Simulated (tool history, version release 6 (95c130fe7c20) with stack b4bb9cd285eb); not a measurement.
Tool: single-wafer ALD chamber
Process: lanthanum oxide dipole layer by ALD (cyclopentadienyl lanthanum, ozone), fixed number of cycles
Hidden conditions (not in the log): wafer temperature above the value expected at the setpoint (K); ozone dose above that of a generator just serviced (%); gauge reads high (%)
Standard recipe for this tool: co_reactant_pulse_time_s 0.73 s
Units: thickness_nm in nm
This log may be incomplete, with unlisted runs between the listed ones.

run    hour  co_reactant_pulse_time_s  wafers since the last listed run  hours since the last thermocouple change  hours since the last ozone generator service  hours since the showerhead was replaced  hours since the gauge calibration  read-back reference wafer on the same gauge, thickness_nm  thickness_nm
  1       0                       0.8                                 0                                      1336                                         251.2                                   4456.3                              350.7                                                      0.482         0.477
  2    30.3                       0.8                               533                                    1366.3                                         281.5                                   4486.6                                381                                                      0.482          0.48
  3    95.8                       0.6                              1153                                    1431.8                                           347                                   4552.1                              446.5                                                      0.482         0.445
  4   160.3                      0.84                              1136                                    1496.3                                         411.5                                   4616.6                                511                                                      0.482         0.483
  5   185.6                      0.89                               445                                    1521.6                                         436.8                                   4641.9                              536.3                                                      0.482         0.486
  6   248.7                      0.73                              1111                                    1584.7                                         499.9                                     4705                              599.4                                                      0.482         0.461
  7   285.8                      0.73                               653                                    1621.8                                           537                                   4742.1                              636.5                                                      0.482         0.465
  8   325.1                      0.66                               692                                    1661.1                                         576.3                                   4781.4                              675.8                                                      0.482          0.45
      333.5  -- thermocouple changed; heater temperature recalibrated
  9   378.9                      0.87                               806                                      45.4                                         630.1                                   4835.2                              729.6                                                      0.482         0.483
 10   432.1                      0.87                               937                                      98.6                                         683.3                                   4888.4                              782.8                                                      0.482         0.477
      462.3  -- gauge calibrated
 11   479.8                      0.86                               840                                     146.3                                           731                                   4936.1                               17.5                                                      0.482         0.477
 12   525.9                      0.62                               811                                     192.4                                         777.1                                   4982.2                               63.6                                                      0.482         0.437
 13     574                      0.48                               847                                     240.5                                         825.2                                   5030.3                              111.7                                                      0.482         0.404
 14   599.1                      0.49                               442                                     265.6                                         850.3                                   5055.4                              136.8                                                      0.482         0.406
 15   666.1                      0.44                              1180                                     332.6                                         917.3                                   5122.4                              203.8                                                      0.482          0.39
      700.6  -- showerhead replaced
 16   726.1                      1.01                               915                                     392.6                                         977.3                                     25.5                              263.8                                                      0.482         0.486
 17   759.9                      0.73                               595                                     426.4                                        1011.1                                     59.3                              297.6                                                      0.482         0.443
      789.3  -- ozone generator serviced
 18   789.8                      0.95                               385                                     456.3                                           0.5                                     89.2                              327.5                                                      0.482         0.501
 19   829.3                      0.51                               695                                     495.8                                            40                                    128.7                                367                                                      0.482         0.433
 20   858.5                      0.65                               514                                       525                                          69.2                                    157.9                              396.2                                                      0.482         0.459
 21   903.1                      0.73                               785                                     569.6                                         113.8                                    202.5                              440.8                                                      0.482         0.474
 22   972.7                      0.81                              1225                                     639.2                                         183.4                                    272.1                              510.4                                                      0.482         0.485
 23  1005.1                      0.73                               570                                     671.6                                         215.8                                    304.5                              542.8                                                      0.482         0.473

Consider 3 possible next runs. They are alternatives, not a sequence: every one starts from the tool as it was left by run 23. What does each give?
  A  1005.5                      0.73                                 7                                       672                                         216.2                                    304.9                              543.2                                                          ?             ?
  B  1005.5                      0.56                                 7                                       672                                         216.2                                    304.9                              543.2                                                          ?             ?
  C  1005.5                      0.88                                 7                                       672                                         216.2                                    304.9                              543.2                                                          ?             ?

run  read-back reference wafer on the same gauge, thickness_nm  thickness_nm
  A                                                      0.482         0.473
  B                                                      0.482         0.443
  C                                                      0.482         0.496
The same runs, with their run-to-run variation unchanged, on a tool lacking any hidden condition would have given:
run  thickness_nm
  A         0.475
  B         0.445
  C         0.497

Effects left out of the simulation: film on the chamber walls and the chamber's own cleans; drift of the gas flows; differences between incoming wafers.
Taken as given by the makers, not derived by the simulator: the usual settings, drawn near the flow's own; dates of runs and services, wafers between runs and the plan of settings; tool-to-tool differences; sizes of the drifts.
